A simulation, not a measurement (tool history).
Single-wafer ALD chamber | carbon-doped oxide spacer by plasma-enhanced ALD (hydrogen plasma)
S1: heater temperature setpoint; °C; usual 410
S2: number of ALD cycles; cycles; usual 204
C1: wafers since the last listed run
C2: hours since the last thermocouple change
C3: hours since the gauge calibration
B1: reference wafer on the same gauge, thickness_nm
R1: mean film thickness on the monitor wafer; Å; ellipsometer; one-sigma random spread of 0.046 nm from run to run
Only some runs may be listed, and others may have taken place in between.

Run 1, hour 0.0: usual settings; C1 0; C2 793.5; C3 648.5; B1 8.813. Result: R1 86.17 Å.
Run 2, hour 31.6: usual settings; C1 37; C2 825.1; C3 680.1; B1 8.791. Result: R1 87.24 Å.
Run 3, hour 82.1: usual settings; C1 59; C2 875.6; C3 730.6; B1 8.755. Result: R1 85.85 Å.
At hour 98.0: gauge calibrated.
Run 4, hour 115.7: usual settings but S2 172 cycles; C1 39; C2 909.2; C3 17.7; B1 9.061. Result: R1 74.72 Å.
Run 5, hour 166.1: usual settings but S2 172 cycles; C1 59; C2 959.6; C3 68.1; B1 9.054. Result: R1 74.69 Å.
Run 6, hour 211.1: usual settings but S2 172 cycles; C1 53; C2 1004.6; C3 113.1; B1 9.060. Result: R1 74.08 Å.
Run 7, hour 267.7: usual settings; C1 67; C2 1061.2; C3 169.7; B1 9.051. Result: R1 88.61 Å.
Run 8, hour 300.9: usual settings; C1 39; C2 1094.4; C3 202.9; B1 9.047. Result: R1 88.79 Å.
Run 9, hour 477.7: usual settings; C1 209; C2 1271.2; C3 379.7; B1 8.978. Result: R1 87.94 Å.
Run 10, hour 503.8: usual settings; C1 30; C2 1297.3; C3 405.8; B1 8.964. Result: R1 87.67 Å.
Run 11, hour 529.0: usual settings; C1 29; C2 1322.5; C3 431.0; B1 8.952. Result: R1 87.81 Å.
Run 12, hour 575.3: usual settings; C1 54; C2 1368.8; C3 477.3; B1 8.922. Result: R1 88.27 Å.
Run 13, hour 626.4: usual settings but S2 182 cycles; C1 60; C2 1419.9; C3 528.4; B1 8.905. Result: R1 77.82 Å.
Run 14, hour 655.5: usual settings but S1 405 °C, S2 219 cycles; C1 34; C2 1449.0; C3 557.5; B1 8.897. Result: R1 95.17 Å.

For run 15, what comes out?
Run 15, hour 711.8: usual settings but S1 395 °C; C1 66; C2 1505.3; C3 613.8; B1 ?. Result: R1 ?.

For run 15 the tool returned B1 8.859, R1 88.89 Å.
With no hidden state in the tool, this same run would have given R1 90.77 Å.

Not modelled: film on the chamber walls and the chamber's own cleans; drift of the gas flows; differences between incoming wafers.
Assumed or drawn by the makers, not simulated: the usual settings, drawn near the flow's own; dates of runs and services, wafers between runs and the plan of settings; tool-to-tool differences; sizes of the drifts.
